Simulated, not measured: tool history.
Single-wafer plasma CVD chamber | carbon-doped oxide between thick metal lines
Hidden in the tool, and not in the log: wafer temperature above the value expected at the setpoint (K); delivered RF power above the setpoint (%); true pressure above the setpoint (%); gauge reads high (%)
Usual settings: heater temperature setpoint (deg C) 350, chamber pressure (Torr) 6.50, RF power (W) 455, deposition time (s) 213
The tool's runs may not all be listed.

| run | hour | heater temperature setpoint (deg C) | chamber pressure (Torr) | RF power (W) | deposition time (s) | wafers since the last listed run | hours since the last thermocouple change | hours since the last RF generator calibration | hours since the last manometer calibration | hours since the showerhead was replaced | hours since the gauge calibration | read-back reference wafer on the same gauge, thickness_nm | mean film thickness on the monitor wafer (angstrom) |
|---|---|---|---|---|---|---|---|---|---|---|---|---|---|
| 1 | 0.0 | 350 | 6.50 | 415 | 213 | 0 | 2014.5 | 1565.7 | 640.5 | 4512.1 | 1270.8 | 909.608 | 9905.38 |
| 2 | 68.7 | 350 | 6.50 | 415 | 213 | 308 | 2083.2 | 1634.4 | 709.2 | 4580.8 | 1339.5 | 909.966 | 9867.41 |
| 3 | 120.9 | 350 | 6.50 | 455 | 213 | 234 | 2135.4 | 1686.6 | 761.4 | 4633.0 | 1391.7 | 910.141 | 10297.89 |
| 4 | 167.4 | 350 | 6.50 | 455 | 213 | 208 | 2181.9 | 1733.1 | 807.9 | 4679.5 | 1438.2 | 910.267 | 10292.63 |
| 5 | 314.0 | 350 | 6.50 | 455 | 213 | 658 | 2328.5 | 1879.7 | 954.5 | 4826.1 | 1584.8 | 909.800 | 10284.71 |
| 6 | 344.1 | 350 | 6.50 | 455 | 213 | 135 | 2358.6 | 1909.8 | 984.6 | 4856.2 | 1614.9 | 910.151 | 10245.30 |
| 7 | 410.2 | 350 | 6.50 | 455 | 213 | 296 | 2424.7 | 1975.9 | 1050.7 | 4922.3 | 1681.0 | 910.336 | 10217.50 |
|  | 436.5 | thermocouple changed; heater temperature recalibrated |
|  | 447.8 | gauge calibrated |
| 8 | 476.1 | 350 | 6.50 | 455 | 213 | 260 | 39.6 | 2041.8 | 1116.6 | 4988.2 | 28.3 | 910.186 | 10194.00 |
| 9 | 546.7 | 350 | 6.50 | 455 | 213 | 317 | 110.2 | 2112.4 | 1187.2 | 5058.8 | 98.9 | 909.639 | 10190.62 |
| 10 | 593.4 | 350 | 6.50 | 455 | 213 | 209 | 156.9 | 2159.1 | 1233.9 | 5105.5 | 145.6 | 910.051 | 10188.44 |
| 11 | 743.2 | 350 | 6.50 | 410 | 213 | 673 | 306.7 | 2308.9 | 1383.7 | 5255.3 | 295.4 | 910.067 | 9760.14 |
| 12 | 786.2 | 364 | 7.44 | 455 | 194 | 193 | 349.7 | 2351.9 | 1426.7 | 5298.3 | 338.4 | 910.150 | 9117.80 |
| 13 | 838.9 | 340 | 6.50 | 455 | 213 | 236 | 402.4 | 2404.6 | 1479.4 | 5351.0 | 391.1 | 910.628 | 10390.00 |
|  | 876.2 | RF generator calibrated |
| 14 | 882.5 | 350 | 6.50 | 455 | 213 | 159 | 446.0 | 6.3 | 1523.0 | 5394.6 | 434.7 | 909.790 | 10407.81 |
| 15 | 916.0 | 350 | 7.50 | 520 | 213 | 150 | 479.5 | 39.8 | 1556.5 | 5428.1 | 468.2 | 909.953 | 11117.16 |
| 16 | 970.2 | 350 | 6.50 | 455 | 191 | 243 | 533.7 | 94.0 | 1610.7 | 5482.3 | 522.4 | 910.304 | 9404.91 |
| 17 | 1014.0 | 350 | 6.50 | 380 | 213 | 196 | 577.5 | 137.8 | 1654.5 | 5526.1 | 566.2 | 910.086 | 9633.73 |
| 18 | 1044.3 | 350 | 6.50 | 455 | 231 | 136 | 607.8 | 168.1 | 1684.8 | 5556.4 | 596.5 | 910.447 | 11217.83 |
|  | 1067.1 | capacitance manometer re-zeroed and calibrated |
| 19 | 1125.8 | 337 | 6.50 | 510 | 213 | 330 | 689.3 | 249.6 | 58.7 | 5637.9 | 678.0 | 910.239 | 11225.87 |
| 20 | 1184.4 | 356 | 6.50 | 455 | 213 | 263 | 747.9 | 308.2 | 117.3 | 5696.5 | 736.6 | 909.713 | 10238.21 |
|  | 1218.8 | showerhead replaced |
| 21 | 1228.3 | 350 | 5.39 | 430 | 237 | 161 | 791.8 | 352.1 | 161.2 | 9.5 | 780.5 | 909.933 | 11072.96 |
| 22 | 1296.7 | 355 | 6.50 | 455 | 213 | 307 | 860.2 | 420.5 | 229.6 | 77.9 | 848.9 | 910.153 | 10271.03 |
| 23 | 1353.4 | 350 | 6.50 | 430 | 254 | 254 | 916.9 | 477.2 | 286.3 | 134.6 | 905.6 | 910.016 | 12028.16 |
| 24 | 1563.8 | 364 | 7.78 | 530 | 227 | 945 | 1127.3 | 687.6 | 496.7 | 345.0 | 1116.0 | 909.547 | 11458.40 |
| 25 | 1597.4 | 363 | 6.50 | 490 | 213 | 150 | 1160.9 | 721.2 | 530.3 | 378.6 | 1149.6 | 910.074 | 10293.57 |

Run 26 comes next. What will it give?
| 26 | 1633.0 | 350 | 6.50 | 455 | 213 | 159 | 1196.5 | 756.8 | 565.9 | 414.2 | 1185.2 | ? | ? |

Run 26 gave read-back reference wafer on the same gauge, thickness_nm 909.812, mean film thickness on the monitor wafer (angstrom) 10335.62.
Without the tool's hidden state the same run would have given mean film thickness on the monitor wafer (angstrom) 10443.31.

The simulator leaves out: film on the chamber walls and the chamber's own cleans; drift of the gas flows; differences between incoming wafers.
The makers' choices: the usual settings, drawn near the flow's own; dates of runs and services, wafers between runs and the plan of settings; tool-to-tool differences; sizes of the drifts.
